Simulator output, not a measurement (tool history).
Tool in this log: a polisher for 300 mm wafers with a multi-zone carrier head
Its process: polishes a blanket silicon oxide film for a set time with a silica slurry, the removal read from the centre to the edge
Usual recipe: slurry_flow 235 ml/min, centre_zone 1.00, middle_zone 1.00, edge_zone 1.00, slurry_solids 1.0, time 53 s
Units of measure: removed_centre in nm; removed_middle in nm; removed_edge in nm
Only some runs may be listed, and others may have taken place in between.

run,hour,slurry_flow,centre_zone,middle_zone,edge_zone,slurry_solids,time,wafers since the last listed run,wafers polished on this pad,hours since the slurry nozzle was cleaned,hours since the centre zone pressure was calibrated,hours since the edge zone pressure was calibrated,hours since the carrier head's membrane was replaced,"incoming thickness of the incoming film, nm",removed_centre,removed_middle,removed_edge
1,0.0,235,1.00,1.00,1.00,1.0,53,0,395,204.7,313.6,458.8,985.0,1431.1,179.1,178.9,176.5
2,20.4,235,1.00,1.00,1.00,1.0,53,148,544,225.1,334.0,479.2,1005.4,1399.3,174.4,176.2,178.8
# hour 32.9: centre zone pressure recalibrated
3,55.0,235,1.00,1.00,1.00,1.0,53,237,781,259.7,22.1,513.8,1040.0,1406.9,172.3,172.4,177.9
# hour 81.1: worn pad replaced by a new one
4,85.8,235,1.00,1.00,1.00,1.0,53,194,34,290.5,52.9,544.6,1070.8,1450.6,172.8,170.3,174.5
5,114.9,235,1.00,1.00,1.00,1.0,53,211,245,319.6,82.0,573.7,1099.9,1443.9,171.9,171.4,174.7
# hour 129.8: carrier head's membrane replaced by a new one
6,134.3,235,1.00,1.00,1.00,1.0,53,104,350,339.0,101.4,593.1,4.5,1429.6,170.6,174.0,173.3
7,161.2,235,1.00,1.00,1.00,1.0,53,195,546,365.9,128.3,620.0,31.4,1440.5,170.3,168.9,174.6
8,178.8,235,1.00,1.00,1.00,1.0,53,128,674,383.5,145.9,637.6,49.0,1433.1,168.7,175.3,169.1
# hour 202.1: worn pad replaced by a new one
9,213.2,180,1.00,1.06,0.94,1.0,53,221,80,417.9,180.3,672.0,83.4,1453.1,157.0,169.2,160.5
10,232.1,300,1.00,0.96,1.00,0.8,53,137,217,436.8,199.2,690.9,102.3,1445.5,155.9,148.3,162.3
11,259.6,165,0.90,1.00,1.07,1.0,66,200,418,464.3,226.7,718.4,129.8,1419.6,164.2,186.2,201.0
# hour 271.1: edge zone pressure recalibrated
12,274.9,235,1.00,1.00,0.95,1.0,53,96,514,479.6,242.0,3.8,145.1,1452.0,160.6,160.3,162.1
# hour 282.7: slurry nozzle cleaned
13,318.1,235,1.00,0.90,1.00,1.0,53,306,821,35.4,285.2,47.0,188.3,1435.6,179.7,162.6,178.4
14,333.3,235,1.00,1.00,1.00,1.0,53,110,932,50.6,300.4,62.2,203.5,1461.3,176.6,181.3,181.0
# hour 347.4: worn pad replaced by a new one
# hour 351.7: centre zone pressure recalibrated
15,406.6,235,1.00,1.00,1.00,1.0,53,489,416,123.9,54.9,135.5,276.8,1438.7,176.5,180.7,179.2
16,438.7,235,1.10,1.00,0.89,1.0,53,233,649,156.0,87.0,167.6,308.9,1400.9,196.1,177.6,174.0
# hour 462.5: worn pad replaced by a new one
17,463.0,235,1.00,1.00,1.00,0.9,53,147,3,180.3,111.3,191.9,333.2,1440.1,172.6,164.5,169.7
18,480.7,235,1.11,1.00,1.00,1.0,53,128,132,198.0,129.0,209.6,350.9,1438.7,196.8,174.1,178.0
19,495.0,235,1.00,1.00,1.00,1.0,53,104,236,212.3,143.3,223.9,365.2,1440.6,177.6,177.0,179.5
20,508.2,235,1.00,1.00,1.00,1.0,53,96,332,225.5,156.5,237.1,378.4,1427.5,174.2,181.9,174.1
21,533.1,235,1.00,1.00,1.00,1.0,53,181,513,250.4,181.4,262.0,403.3,1421.8,177.2,170.3,175.9

Measured result minus the same run's result without the hidden state. Both carry the same run-to-run variation, though not necessarily the same gauge scatter:
Hidden state at play: removal rate lost through wear of the pad, %; slurry flow missing at the pad, %; deviation of the centre zone's pressure from its setpoint, %; deviation of the edge zone's pressure from its setpoint, %.
run,removed_centre,removed_middle,removed_edge
1,-2.8,-2.6,-1.9
2,-3.2,-2.9,-2.2
3,-4.3,-3.8,-2.9
4,-5.4,-4.7,-3.7
5,-6.6,-5.9,-4.4
6,-7.5,-6.9,-5.1
7,-9.1,-8.0,-6.1
8,-10.1,-9.5,-6.7
9,-16.1,-15.3,-10.3
10,-10.6,-9.0,-7.3
11,-26.2,-25.9,-19.0
12,-19.4,-17.2,-12.5
13,-0.5,-0.5,-0.3
14,-0.6,-0.5,-0.4
15,-1.2,-1.2,-0.8
16,-1.8,-1.5,-1.1
17,-2.0,-1.8,-1.3
18,-2.8,-2.2,-1.6
19,-2.8,-2.5,-1.9
20,-3.2,-2.9,-2.0
21,-3.8,-3.3,-2.6
